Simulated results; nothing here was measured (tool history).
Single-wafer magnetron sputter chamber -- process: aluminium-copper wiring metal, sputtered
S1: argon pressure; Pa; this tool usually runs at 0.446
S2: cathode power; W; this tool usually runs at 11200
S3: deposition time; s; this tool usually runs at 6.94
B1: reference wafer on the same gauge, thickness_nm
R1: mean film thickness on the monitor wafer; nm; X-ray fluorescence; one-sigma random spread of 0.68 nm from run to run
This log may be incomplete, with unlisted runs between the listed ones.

| run | hour | S1 | S2 | S3 | B1 | R1 |
|---|---|---|---|---|---|---|
| 1 | 0 | 0.446 | 11200 | 6.94 | 133.974 | 127.775 |
| 2 | 10.6 | 0.446 | 11200 | 6.94 | 134.331 | 125.401 |
| 3 | 28.5 | 0.446 | 11200 | 6.94 | 134.182 | 125.377 |
| 4 | 46.2 | 0.446 | 11200 | 6.94 | 133.844 | 124.963 |
| 5 | 60.9 | 0.446 | 11200 | 6.94 | 134.099 | 129.458 |
| 6 | 70.3 | 0.446 | 11200 | 6.94 | 134.226 | 129.362 |
| 7 | 84.4 | 0.446 | 11200 | 6.94 | 133.955 | 129.35 |
| 8 | 91.3 | 0.446 | 11200 | 7.63 | 134.043 | 141.033 |
| 9 | 105.3 | 0.446 | 11200 | 6.94 | 133.899 | 128.024 |
| 10 | 112.7 | 0.446 | 11200 | 6.94 | 134.14 | 129.291 |
| 11 | 127.7 | 0.446 | 11200 | 6.94 | 134.09 | 129.322 |
| 12 | 136.7 | 0.446 | 11200 | 6.94 | 134.04 | 129.362 |
| 13 | 148.4 | 0.446 | 11200 | 6.94 | 133.917 | 129.406 |
| 14 | 200 | 0.446 | 11200 | 6.39 | 133.921 | 118.531 |
| 15 | 213.1 | 0.446 | 11200 | 6.39 | 134.144 | 116.215 |
| 16 | 225.1 | 0.446 | 11200 | 6.94 | 134.113 | 127.025 |
| 17 | 233.7 | 0.446 | 11200 | 6.94 | 133.917 | 128.227 |
| 18 | 250 | 0.446 | 11200 | 6.94 | 134.125 | 126.038 |
| 19 | 261.7 | 0.491 | 9750 | 5.84 | 134.01 | 91.98 |
| 20 | 267.8 | 0.446 | 11200 | 6.94 | 133.979 | 126.774 |
| 21 | 282.5 | 0.392 | 13850 | 7.78 | 134.053 | 179.816 |
| 22 | 294.1 | 0.446 | 13050 | 6.94 | 134.058 | 150.84 |
| 23 | 305.1 | 0.446 | 11200 | 6.94 | 133.731 | 129.195 |
| 24 | 353.6 | 0.446 | 11200 | 6.94 | 134.113 | 129.374 |
| 25 | 362.4 | 0.446 | 11200 | 6.94 | 134.203 | 129.222 |
| 26 | 371.1 | 0.589 | 13400 | 5.86 | 134.085 | 122.043 |
| 27 | 386.1 | 0.56 | 11200 | 6.94 | 134.047 | 123.155 |
| 28 | 398.9 | 0.497 | 9600 | 6.94 | 134.231 | 107.503 |
| 29 | 412.3 | 0.511 | 9050 | 6.33 | 134.254 | 92.328 |
| 30 | 458.3 | 0.544 | 11200 | 7.3 | 133.964 | 129.509 |
| 31 | 466.9 | 0.392 | 12050 | 7.81 | 133.58 | 155.754 |
| 32 | 476.7 | 0.446 | 11200 | 6.44 | 134.103 | 117.405 |
| 33 | 492.9 | 0.392 | 12050 | 7.81 | 133.654 | 155.617 |
| 34 | 508.1 | 0.305 | 8450 | 6.94 | 134.13 | 101.568 |

Missing from the log above: 5 entries noted between runs. For each, name the pair of listed runs it sits between and say how the tool's hidden condition differs from the listed run just before to the listed run just after:
In the gap between runs 4 and 5: sputter target and shields replaced (hour 55.2)
  deposition rate above that of a new target (%): -3.03 -> -0.16
  the result without the hidden state subtracted from the measured one, R1: -3.899 -> -0.208 nm
In the gap between runs 13 and 14: gauge calibrated (hour 174.5)
  deposition rate above that of a new target (%): -0.568 -> -1.15
  the result without the hidden state subtracted from the measured one, R1: -0.74 -> -1.376 nm
In the gap between runs 17 and 18: magnet pack replaced (hour 244.4)
  deposition rate above that of a new target (%): -1.66 -> -1.95
  the result without the hidden state subtracted from the measured one, R1: -2.167 -> -2.505 nm
In the gap between runs 21 and 22: sputter target and shields replaced (hour 293.6)
  deposition rate above that of a new target (%): -2.6 -> -0.3
  the result without the hidden state subtracted from the measured one, R1: -4.793 -> -0.454 nm
In the gap between runs 23 and 24: capacitance manometer re-zeroed and calibrated (hour 353.1)
  deposition rate above that of a new target (%): -0.306 -> -0.469
  the result without the hidden state subtracted from the measured one, R1: -0.396 -> -0.611 nm
